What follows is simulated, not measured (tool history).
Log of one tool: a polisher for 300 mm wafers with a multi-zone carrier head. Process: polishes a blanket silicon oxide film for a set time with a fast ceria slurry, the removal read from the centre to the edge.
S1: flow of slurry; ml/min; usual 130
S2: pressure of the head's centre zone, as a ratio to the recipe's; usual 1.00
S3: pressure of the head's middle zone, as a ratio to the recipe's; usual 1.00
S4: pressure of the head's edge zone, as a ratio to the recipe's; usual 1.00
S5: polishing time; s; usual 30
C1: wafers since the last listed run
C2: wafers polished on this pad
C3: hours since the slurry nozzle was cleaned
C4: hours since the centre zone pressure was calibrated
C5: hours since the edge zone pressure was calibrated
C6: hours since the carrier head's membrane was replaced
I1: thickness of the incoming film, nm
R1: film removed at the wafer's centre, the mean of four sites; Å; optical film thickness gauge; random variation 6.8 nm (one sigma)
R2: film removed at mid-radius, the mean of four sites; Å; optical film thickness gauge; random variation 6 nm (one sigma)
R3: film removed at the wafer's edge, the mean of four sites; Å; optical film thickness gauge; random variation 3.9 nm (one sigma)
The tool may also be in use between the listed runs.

| run | hour | S1 | S2 | S3 | S4 | S5 | C1 | C2 | C3 | C4 | C5 | C6 | I1 | R1 | R2 | R3 |
|---|---|---|---|---|---|---|---|---|---|---|---|---|---|---|---|---|
| 1 | 0.0 | 130 | 1.00 | 1.00 | 1.00 | 30 | 0 | 501 | 385.1 | 65.1 | 542.8 | 1740.2 | 1991.2 | 4439 | 4320 | 4303 |
| 2 | 86.6 | 130 | 1.00 | 1.00 | 1.00 | 30 | 744 | 1245 | 471.7 | 151.7 | 629.4 | 1826.8 | 1953.1 | 4287 | 4104 | 4241 |
|  | 118.6 | slurry nozzle cleaned |
| 3 | 126.2 | 130 | 1.00 | 1.00 | 1.00 | 30 | 331 | 1577 | 7.6 | 191.3 | 669.0 | 1866.4 | 1988.4 | 4891 | 4595 | 4556 |
|  | 161.5 | worn pad replaced by a new one |
| 4 | 189.3 | 130 | 1.00 | 1.00 | 1.00 | 30 | 507 | 238 | 70.7 | 254.4 | 732.1 | 1929.5 | 1978.8 | 5150 | 4572 | 4521 |
| 5 | 241.7 | 130 | 1.00 | 1.00 | 1.00 | 30 | 450 | 688 | 123.1 | 306.8 | 784.5 | 1981.9 | 1965.7 | 5028 | 4582 | 4562 |
|  | 280.9 | centre zone pressure recalibrated |
| 6 | 304.9 | 130 | 1.05 | 1.00 | 1.00 | 30 | 525 | 1214 | 186.3 | 24.0 | 847.7 | 2045.1 | 1921.4 | 4724 | 4643 | 4520 |
|  | 307.1 | edge zone pressure recalibrated |
| 7 | 331.9 | 130 | 1.05 | 1.00 | 1.00 | 30 | 214 | 1429 | 213.3 | 51.0 | 24.8 | 2072.1 | 1966.2 | 4814 | 4484 | 4533 |
| 8 | 369.4 | 130 | 0.97 | 1.00 | 1.00 | 37 | 322 | 1751 | 250.8 | 88.5 | 62.3 | 2109.6 | 1962.6 | 5778 | 5586 | 5509 |
|  | 386.3 | worn pad replaced by a new one |
| 9 | 432.8 | 130 | 1.00 | 1.00 | 1.10 | 30 | 510 | 399 | 314.2 | 151.9 | 125.7 | 2173.0 | 1937.0 | 4701 | 4318 | 4604 |
|  | 456.1 | carrier head's membrane replaced by a new one |
| 10 | 471.3 | 130 | 1.00 | 1.00 | 1.00 | 30 | 287 | 687 | 352.7 | 190.4 | 164.2 | 15.2 | 1967.6 | 4621 | 4306 | 4394 |
| 11 | 502.7 | 130 | 1.00 | 1.00 | 1.00 | 30 | 269 | 956 | 384.1 | 221.8 | 195.6 | 46.6 | 1931.2 | 4667 | 4461 | 4337 |
| 12 | 570.2 | 130 | 0.96 | 1.00 | 0.92 | 30 | 580 | 1537 | 451.6 | 289.3 | 263.1 | 114.1 | 1948.0 | 4407 | 4268 | 4189 |
|  | 593.4 | worn pad replaced by a new one |
| 13 | 611.2 | 130 | 1.00 | 1.00 | 1.00 | 30 | 317 | 152 | 492.6 | 330.3 | 304.1 | 155.1 | 1944.4 | 4416 | 4207 | 4257 |
|  | 621.6 | slurry nozzle cleaned |
|  | 671.6 | centre zone pressure recalibrated |
| 14 | 675.2 | 130 | 0.91 | 1.00 | 0.92 | 30 | 524 | 676 | 53.6 | 3.6 | 368.1 | 219.1 | 1975.9 | 4251 | 4568 | 4287 |
| 15 | 720.8 | 130 | 1.00 | 1.00 | 1.00 | 30 | 391 | 1068 | 99.2 | 49.2 | 413.7 | 264.7 | 1956.5 | 4896 | 4481 | 4564 |
| 16 | 754.3 | 130 | 1.00 | 0.96 | 0.92 | 39 | 287 | 1356 | 132.7 | 82.7 | 447.2 | 298.2 | 1978.0 | 6348 | 5758 | 5649 |
| 17 | 788.5 | 130 | 1.00 | 0.97 | 1.09 | 21 | 293 | 1650 | 166.9 | 116.9 | 481.4 | 332.4 | 1974.1 | 3466 | 3060 | 3254 |
| 18 | 824.6 | 130 | 0.89 | 1.00 | 1.00 | 30 | 310 | 1960 | 203.0 | 153.0 | 517.5 | 368.5 | 1943.4 | 4399 | 4509 | 4538 |
|  | 846.5 | worn pad replaced by a new one |
| 19 | 889.0 | 145 | 1.11 | 1.00 | 1.00 | 27 | 519 | 365 | 267.4 | 217.4 | 581.9 | 432.9 | 1942.2 | 5051 | 4185 | 4064 |
| 20 | 939.8 | 130 | 0.90 | 1.12 | 1.04 | 30 | 436 | 802 | 318.2 | 268.2 | 632.7 | 483.7 | 1989.5 | 4465 | 4830 | 4374 |
| 21 | 989.7 | 150 | 0.96 | 1.00 | 1.00 | 38 | 428 | 1230 | 368.1 | 318.1 | 682.6 | 533.6 | 1966.2 | 6337 | 5709 | 5544 |
|  | 1075.1 | worn pad replaced by a new one |
| 22 | 1084.8 | 130 | 1.00 | 0.96 | 0.92 | 27 | 782 | 83 | 463.2 | 413.2 | 777.7 | 628.7 | 1948.1 | 4236 | 3720 | 3667 |

Forecast each of these 4 alternatives for the next run:
| A | 1085.2 | 130 | 1.00 | 1.00 | 1.11 | 30 | 3 | 86 | 463.6 | 413.6 | 778.1 | 629.1 | 1942.7 | ? | ? | ? |
| B | 1085.2 | 130 | 1.11 | 0.94 | 0.94 | 27 | 3 | 86 | 463.6 | 413.6 | 778.1 | 629.1 | 1942.7 | ? | ? | ? |
| C | 1085.2 | 90 | 1.00 | 1.00 | 1.07 | 36 | 3 | 86 | 463.6 | 413.6 | 778.1 | 629.1 | 1942.7 | ? | ? | ? |
| D | 1085.2 | 130 | 1.00 | 1.00 | 1.00 | 25 | 3 | 86 | 463.6 | 413.6 | 778.1 | 629.1 | 1942.7 | ? | ? | ? |

| run | R1 | R2 | R3 |
|---|---|---|---|
| A | 4768 | 4144 | 4369 |
| B | 4760 | 3539 | 3673 |
| C | 5084 | 4496 | 4836 |
| D | 3973 | 3454 | 3484 |
Without the tool's hidden state the same runs would have given:
| run | R1 | R2 | R3 |
|---|---|---|---|
| A | 4652 | 4563 | 4665 |
| B | 4649 | 3897 | 3921 |
| C | 5143 | 5096 | 5243 |
| D | 3877 | 3803 | 3720 |

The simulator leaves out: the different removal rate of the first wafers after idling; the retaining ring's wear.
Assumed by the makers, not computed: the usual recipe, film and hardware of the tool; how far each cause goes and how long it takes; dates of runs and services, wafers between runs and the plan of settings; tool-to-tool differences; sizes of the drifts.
